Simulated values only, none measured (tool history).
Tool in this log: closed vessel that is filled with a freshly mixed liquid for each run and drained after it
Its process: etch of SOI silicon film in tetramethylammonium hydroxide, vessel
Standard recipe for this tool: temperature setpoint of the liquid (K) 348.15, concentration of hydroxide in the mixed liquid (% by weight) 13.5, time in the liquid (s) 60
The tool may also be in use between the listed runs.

run   hour  temperature setpoint of the liquid (K)  concentration of hydroxide in the mixed liquid (% by weight)  time in the liquid (s)  read-back film thickness of the SOI silicon film reference wafer, read on the same gauge (nm)  thickness taken off the SOI silicon film on a monitor wafer (Å)
  1    0.0                                  350.15                                                          15.0                      60                                                                                          76.31                                                           5915.8
  2   32.3                                  350.15                                                          15.0                      60                                                                                          76.28                                                           5826.4
  3   66.3                                  348.15                                                          13.5                      40                                                                                          76.24                                                           3657.7
  4   93.4                                  348.15                                                          13.5                      40                                                                                          76.26                                                           3713.1
  5  106.1                                  352.15                                                          13.5                      60                                                                                          76.24                                                           6944.1
  6  126.2                                  352.15                                                          13.5                      60                                                                                          76.24                                                           7013.7
  7  151.1                                  348.15                                                          13.5                      60                                                                                          76.21                                                           5556.6
  8  174.0                                  348.15                                                          13.5                      60                                                                                          76.22                                                           5528.4
  9  201.1                                  348.15                                                          13.5                      60                                                                                          76.21                                                           5575.0
 10  225.0                                  348.15                                                          13.5                      60                                                                                          76.18                                                           5550.3
 11  288.4                                  348.15                                                          13.5                      60                                                                                          76.16                                                           5554.2
 12  312.1                                  348.15                                                          13.5                      60                                                                                          76.15                                                           5579.3
     326.8  -- gauge calibrated
 13  338.4                                  348.15                                                          13.5                      60                                                                                          79.93                                                           5849.6
     342.5  -- thermometer replaced
 14  355.3                                  348.15                                                          13.5                      60                                                                                          79.75                                                           5774.5
 15  379.5                                  348.15                                                          13.5                      60                                                                                          79.53                                                           5790.3
 16  410.8                                  352.15                                                          13.5                      75                                                                                          79.25                                                           9145.1
 17  440.2                                  348.15                                                          13.5                      60                                                                                          79.04                                                           5727.4
 18  472.0                                  348.15                                                          13.5                      70                                                                                          78.81                                                           6675.0
 19  503.0                                  348.15                                                          13.5                      45                                                                                          78.64                                                           4314.0
 20  538.5                                  341.65                                                          13.5                      75                                                                                          78.40                                                           4861.9
 21  562.9                                  348.15                                                          13.5                      30                                                                                          78.29                                                           2877.4
 22  575.8                                  348.15                                                          13.5                      50                                                                                          78.21                                                           4785.6
 23  645.9                                  351.15                                                          17.0                      60                                                                                          77.90                                                           6070.9
     659.6  -- hydroxide flow meter replaced
 24  676.0                                  348.15                                                          13.5                      60                                                                                          77.80                                                           5713.3
 25  697.6                                  348.15                                                          13.5                      60                                                                                          77.70                                                           5604.7
 26  724.4                                  341.65                                                          11.5                      60                                                                                          77.63                                                           4150.4
 27  740.9                                  351.65                                                          10.5                      60                                                                                          77.57                                                           7677.4
 28  757.4                                  344.15                                                          16.0                      35                                                                                          77.51                                                           2415.3
 29  777.5                                  350.15                                                          15.0                      60                                                                                          77.43                                                           6031.0
 30  794.8                                  348.15                                                          13.5                      60                                                                                          77.39                                                           5650.0
 31  826.1                                  353.15                                                          17.0                      85                                                                                          77.33                                                           9540.0
 32  839.0                                  344.15                                                          10.5                      60                                                                                          77.32                                                           4969.1
 33  862.0                                  348.15                                                          13.5                      60                                                                                          77.26                                                           5701.6
 34  887.8                                  343.15                                                          17.0                      75                                                                                          77.19                                                           4797.2

Consider 4 possible next runs. They are alternatives, not a sequence: every one starts from the tool as it was left by run 34. What does each give?
  A  888.5                                  348.15                                                          13.5                      60                                                                                              ?                                                                ?
  B  888.5                                  343.15                                                          16.5                      80                                                                                              ?                                                                ?
  C  888.5                                  348.15                                                          13.5                      85                                                                                              ?                                                                ?
  D  888.5                                  355.15                                                          13.5                      85                                                                                              ?                                                                ?

run  read-back film thickness of the SOI silicon film reference wafer, read on the same gauge (nm)  thickness taken off the SOI silicon film on a monitor wafer (Å)
  A                                                                                          77.20                                                           5701.1
  B                                                                                          77.20                                                           5217.3
  C                                                                                          77.20                                                           8076.6
  D                                                                                          77.20                                                          11945.1
Take away the tool's hidden state, keep each run's random variation, and the runs would have read:
run  thickness taken off the SOI silicon film on a monitor wafer (Å)
  A                                                           5909.0
  B                                                           5407.5
  C                                                           8371.1
  D                                                          12380.7
